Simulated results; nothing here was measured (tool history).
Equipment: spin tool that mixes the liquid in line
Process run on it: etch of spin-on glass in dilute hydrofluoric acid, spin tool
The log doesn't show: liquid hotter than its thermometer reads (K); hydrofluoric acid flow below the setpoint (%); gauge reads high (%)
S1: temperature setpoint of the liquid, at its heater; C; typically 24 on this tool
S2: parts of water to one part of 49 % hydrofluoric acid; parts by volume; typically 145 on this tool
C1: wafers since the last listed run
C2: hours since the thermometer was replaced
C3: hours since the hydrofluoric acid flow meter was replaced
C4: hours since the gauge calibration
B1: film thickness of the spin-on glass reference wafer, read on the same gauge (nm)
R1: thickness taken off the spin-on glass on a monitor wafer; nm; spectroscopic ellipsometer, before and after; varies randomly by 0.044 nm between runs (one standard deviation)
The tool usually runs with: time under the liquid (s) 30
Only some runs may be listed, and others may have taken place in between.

{"run": 1, "day": 0.0, "S1": 21.5, "S2": 145, "time under the liquid (s)": 30, "C1": 0, "C2": 1584.6, "C3": 541.8, "C4": 1424.2, "B1": 150.01, "R1": 5}
{"run": 2, "day": 1.912, "S1": 21.5, "S2": 145, "time under the liquid (s)": 30, "C1": 624, "C2": 1630.5, "C3": 587.7, "C4": 1470.1, "B1": 150, "R1": 5.06}
{"run": 3, "day": 4.85, "S1": 21.5, "S2": 145, "time under the liquid (s)": 30, "C1": 958, "C2": 1701, "C3": 658.2, "C4": 1540.6, "B1": 149.98, "R1": 5.04}
{"run": 4, "day": 5.908, "S1": 20.5, "S2": 145, "time under the liquid (s)": 30, "C1": 345, "C2": 1726.4, "C3": 683.6, "C4": 1566, "B1": 150.01, "R1": 4.81}
{"run": 5, "day": 8.525, "S1": 24, "S2": 145, "time under the liquid (s)": 30, "C1": 853, "C2": 1789.2, "C3": 746.4, "C4": 1628.8, "B1": 150.03, "R1": 5.56}
{"run": 6, "day": 12.75, "S1": 24, "S2": 145, "time under the liquid (s)": 30, "C1": 1378, "C2": 1890.6, "C3": 847.8, "C4": 1730.2, "B1": 150, "R1": 5.51}
{"run": 7, "day": 14.792, "S1": 24, "S2": 110, "time under the liquid (s)": 30, "C1": 666, "C2": 1939.6, "C3": 896.8, "C4": 1779.2, "B1": 149.99, "R1": 7.48}
{"run": 8, "day": 16.488, "S1": 24, "S2": 110, "time under the liquid (s)": 30, "C1": 553, "C2": 1980.3, "C3": 937.5, "C4": 1819.9, "B1": 150, "R1": 7.56}
{"run": 9, "day": 24.583, "S1": 24, "S2": 110, "time under the liquid (s)": 30, "C1": 2641, "C2": 2174.6, "C3": 1131.8, "C4": 2014.2, "B1": 150.01, "R1": 7.44}
{"run": 10, "day": 25.917, "S1": 24, "S2": 145, "time under the liquid (s)": 20, "C1": 435, "C2": 2206.6, "C3": 1163.8, "C4": 2046.2, "B1": 149.99, "R1": 3.63}
{"day": 28.058, "done": "thermometer replaced"}
{"run": 11, "day": 29.696, "S1": 24, "S2": 145, "time under the liquid (s)": 35, "C1": 1219, "C2": 39.3, "C3": 1254.5, "C4": 2136.9, "B1": 149.96, "R1": 6.32}
{"run": 12, "day": 32.321, "S1": 19, "S2": 145, "time under the liquid (s)": 50, "C1": 856, "C2": 102.3, "C3": 1317.5, "C4": 2199.9, "B1": 150.04, "R1": 7.37}
{"run": 13, "day": 34.833, "S1": 24, "S2": 145, "time under the liquid (s)": 30, "C1": 819, "C2": 162.6, "C3": 1377.8, "C4": 2260.2, "B1": 149.98, "R1": 5.34}
{"run": 14, "day": 36.0, "S1": 26, "S2": 120, "time under the liquid (s)": 30, "C1": 380, "C2": 190.6, "C3": 1405.8, "C4": 2288.2, "B1": 150, "R1": 7.22}
{"run": 15, "day": 38.483, "S1": 24, "S2": 165, "time under the liquid (s)": 15, "C1": 810, "C2": 250.2, "C3": 1465.4, "C4": 2347.8, "B1": 149.97, "R1": 2.28}
{"run": 16, "day": 40.35, "S1": 24, "S2": 145, "time under the liquid (s)": 30, "C1": 609, "C2": 295, "C3": 1510.2, "C4": 2392.6, "B1": 149.99, "R1": 5.36}
{"run": 17, "day": 42.725, "S1": 27, "S2": 190, "time under the liquid (s)": 20, "C1": 774, "C2": 352, "C3": 1567.2, "C4": 2449.6, "B1": 150, "R1": 2.87}
{"run": 18, "day": 45.117, "S1": 24, "S2": 165, "time under the liquid (s)": 30, "C1": 780, "C2": 409.4, "C3": 1624.6, "C4": 2507, "B1": 150.04, "R1": 4.52}
{"run": 19, "day": 47.65, "S1": 20.5, "S2": 80, "time under the liquid (s)": 15, "C1": 826, "C2": 470.2, "C3": 1685.4, "C4": 2567.8, "B1": 149.98, "R1": 4.53}
{"run": 20, "day": 50.371, "S1": 19.5, "S2": 210, "time under the liquid (s)": 25, "C1": 887, "C2": 535.5, "C3": 1750.7, "C4": 2633.1, "B1": 150.01, "R1": 2.38}
{"run": 21, "day": 52.525, "S1": 21.5, "S2": 145, "time under the liquid (s)": 30, "C1": 702, "C2": 587.2, "C3": 1802.4, "C4": 2684.8, "B1": 150.01, "R1": 4.74}
{"run": 22, "day": 54.058, "S1": 24, "S2": 145, "time under the liquid (s)": 45, "C1": 500, "C2": 624, "C3": 1839.2, "C4": 2721.6, "B1": 150, "R1": 7.85}
{"day": 56.283, "done": "hydrofluoric acid flow meter replaced"}
{"run": 23, "day": 56.796, "S1": 27.5, "S2": 80, "time under the liquid (s)": 35, "C1": 879, "C2": 689.7, "C3": 12.3, "C4": 2787.3, "B1": 149.98, "R1": 14.94}
{"day": 57.375, "done": "gauge calibrated"}
{"run": 24, "day": 58.912, "S1": 24, "S2": 175, "time under the liquid (s)": 30, "C1": 690, "C2": 740.5, "C3": 63.1, "C4": 36.9, "B1": 150.02, "R1": 4.56}
{"run": 25, "day": 60.767, "S1": 20.5, "S2": 145, "time under the liquid (s)": 35, "C1": 604, "C2": 785, "C3": 107.6, "C4": 81.4, "B1": 150, "R1": 5.78}
{"run": 26, "day": 63.525, "S1": 20, "S2": 145, "time under the liquid (s)": 30, "C1": 899, "C2": 851.2, "C3": 173.8, "C4": 147.6, "B1": 149.98, "R1": 4.81}
{"run": 27, "day": 65.538, "S1": 21.5, "S2": 145, "time under the liquid (s)": 35, "C1": 656, "C2": 899.5, "C3": 222.1, "C4": 195.9, "B1": 150.01, "R1": 6.01}
{"run": 28, "day": 66.758, "S1": 20.5, "S2": 120, "time under the liquid (s)": 15, "C1": 398, "C2": 928.8, "C3": 251.4, "C4": 225.2, "B1": 149.97, "R1": 3.01}
{"run": 29, "day": 68.342, "S1": 24, "S2": 110, "time under the liquid (s)": 50, "C1": 516, "C2": 966.8, "C3": 289.4, "C4": 263.2, "B1": 150, "R1": 12.82}
{"run": 30, "day": 70.946, "S1": 27, "S2": 125, "time under the liquid (s)": 20, "C1": 849, "C2": 1029.3, "C3": 351.9, "C4": 325.7, "B1": 150, "R1": 4.88}
{"run": 31, "day": 73.304, "S1": 19.5, "S2": 80, "time under the liquid (s)": 15, "C1": 769, "C2": 1085.9, "C3": 408.5, "C4": 382.3, "B1": 149.98, "R1": 4.53}
{"run": 32, "day": 75.958, "S1": 24, "S2": 145, "time under the liquid (s)": 30, "C1": 865, "C2": 1149.6, "C3": 472.2, "C4": 446, "B1": 150, "R1": 5.56}
{"run": 33, "day": 78.758, "S1": 21.5, "S2": 85, "time under the liquid (s)": 25, "C1": 913, "C2": 1216.8, "C3": 539.4, "C4": 513.2, "B1": 149.98, "R1": 7.63}
{"run": 34, "day": 81.375, "S1": 24, "S2": 145, "time under the liquid (s)": 30, "C1": 853, "C2": 1279.6, "C3": 602.2, "C4": 576, "B1": 150.06, "R1": 5.52}

4 options for the next run, each taken on its own from the tool as it stands now. Forecast them:
{"run": "A", "day": 81.392, "S1": 24, "S2": 145, "time under the liquid (s)": 30, "C1": 5, "C2": 1280, "C3": 602.6, "C4": 576.4, "B1": "?", "R1": "?"}
{"run": "B", "day": 81.392, "S1": 28, "S2": 115, "time under the liquid (s)": 20, "C1": 5, "C2": 1280, "C3": 602.6, "C4": 576.4, "B1": "?", "R1": "?"}
{"run": "C", "day": 81.392, "S1": 25.5, "S2": 115, "time under the liquid (s)": 15, "C1": 5, "C2": 1280, "C3": 602.6, "C4": 576.4, "B1": "?", "R1": "?"}
{"run": "D", "day": 81.392, "S1": 20.5, "S2": 175, "time under the liquid (s)": 30, "C1": 5, "C2": 1280, "C3": 602.6, "C4": 576.4, "B1": "?", "R1": "?"}

run=A B1=149.98 R1=5.51
run=B B1=149.98 R1=5.6
run=C B1=149.98 R1=3.82
run=D B1=149.98 R1=3.86
Without the tool's unlogged condition, the same runs would have read:
run=A R1=5.7
run=B R1=5.79
run=C R1=3.95
run=D R1=3.99

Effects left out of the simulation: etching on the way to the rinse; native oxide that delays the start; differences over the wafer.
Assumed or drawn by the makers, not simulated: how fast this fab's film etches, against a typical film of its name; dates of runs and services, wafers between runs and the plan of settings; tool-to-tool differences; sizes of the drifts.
